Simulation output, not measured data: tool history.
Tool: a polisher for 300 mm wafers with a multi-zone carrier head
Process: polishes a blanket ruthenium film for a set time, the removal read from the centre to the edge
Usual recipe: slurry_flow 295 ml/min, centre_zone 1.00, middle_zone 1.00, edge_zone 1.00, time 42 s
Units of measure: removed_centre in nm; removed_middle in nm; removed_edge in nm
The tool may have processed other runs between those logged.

run	hour	slurry_flow	centre_zone	middle_zone	edge_zone	time	incoming thickness of the incoming film, nm	removed_centre	removed_middle	removed_edge
1	0.0	340	1.00	1.00	1.00	42	323.6	59.3	56.1	58.7
2	95.3	295	1.04	0.90	1.00	48	321.6	65.4	57.4	63.9
# hour 136.4: worn pad replaced by a new one
3	152.2	295	1.00	1.00	1.00	42	319.6	59.7	59.6	61.6
4	221.0	295	1.00	1.10	1.12	28	319.6	39.1	42.7	43.2
5	266.7	295	1.00	1.00	1.00	48	323.3	66.6	67.5	68.9
# hour 316.4: slurry nozzle cleaned
6	372.4	220	1.00	1.00	1.00	42	316.7	56.3	57.9	58.6
7	420.9	340	1.00	1.00	1.00	42	321.0	56.3	59.0	58.8
8	474.6	295	1.00	1.00	1.00	42	319.8	55.3	58.0	58.3
9	563.2	295	1.00	1.00	1.00	42	319.7	54.0	56.5	58.1
# hour 611.9: centre zone pressure recalibrated
# hour 614.9: edge zone pressure recalibrated
10	660.1	295	1.00	0.95	0.93	42	326.0	56.9	53.5	55.6
11	712.5	295	1.00	1.11	0.96	51	320.4	66.9	73.3	68.0
# hour 738.3: worn pad replaced by a new one
12	777.1	250	1.00	1.00	1.00	42	323.4	57.7	59.3	59.2
13	823.4	295	1.00	1.00	1.00	42	321.4	57.0	59.5	59.3
14	864.0	295	1.11	1.09	0.90	48	322.1	73.6	73.1	66.0
15	930.0	295	1.00	1.00	1.00	42	317.2	56.2	58.5	59.0
# hour 938.4: slurry nozzle cleaned
16	1016.8	295	1.00	1.00	0.95	42	313.6	55.2	58.2	57.5
17	1098.1	295	1.00	1.00	1.00	42	324.2	54.0	57.4	59.2
18	1205.7	380	1.00	0.89	1.00	42	322.4	54.4	51.9	58.8
# hour 1252.5: centre zone pressure recalibrated
# hour 1253.7: carrier head's membrane replaced by a new one
19	1262.3	295	1.00	1.00	1.00	34	319.4	46.2	45.5	46.1
20	1306.1	295	0.93	1.00	1.10	42	323.0	52.9	55.6	58.7
# hour 1316.2: worn pad replaced by a new one
21	1407.9	295	1.00	1.00	1.00	42	320.6	58.3	59.5	60.1

Alternative continuations, all from the tool just after run 21; predict every row:
A	1408.3	295	1.00	1.00	1.00	42	319.8	?	?	?
B	1408.3	195	1.00	1.00	1.00	42	319.8	?	?	?
C	1408.3	215	1.06	1.00	1.00	42	319.8	?	?	?
D	1408.3	295	1.00	1.09	0.92	42	319.8	?	?	?
E	1408.3	295	1.00	1.00	0.88	42	319.8	?	?	?

run	removed_centre	removed_middle	removed_edge
A	57.7	59.1	59.4
B	56.0	57.5	58.2
C	59.4	57.9	58.5
D	57.7	63.6	57.0
E	57.7	59.1	56.0
What these runs would have given with no unlogged condition in the tool:
run	removed_centre	removed_middle	removed_edge
A	62.2	59.9	60.3
B	60.4	58.3	59.0
C	64.0	58.7	59.3
D	62.3	64.5	57.9
E	62.2	60.0	56.8
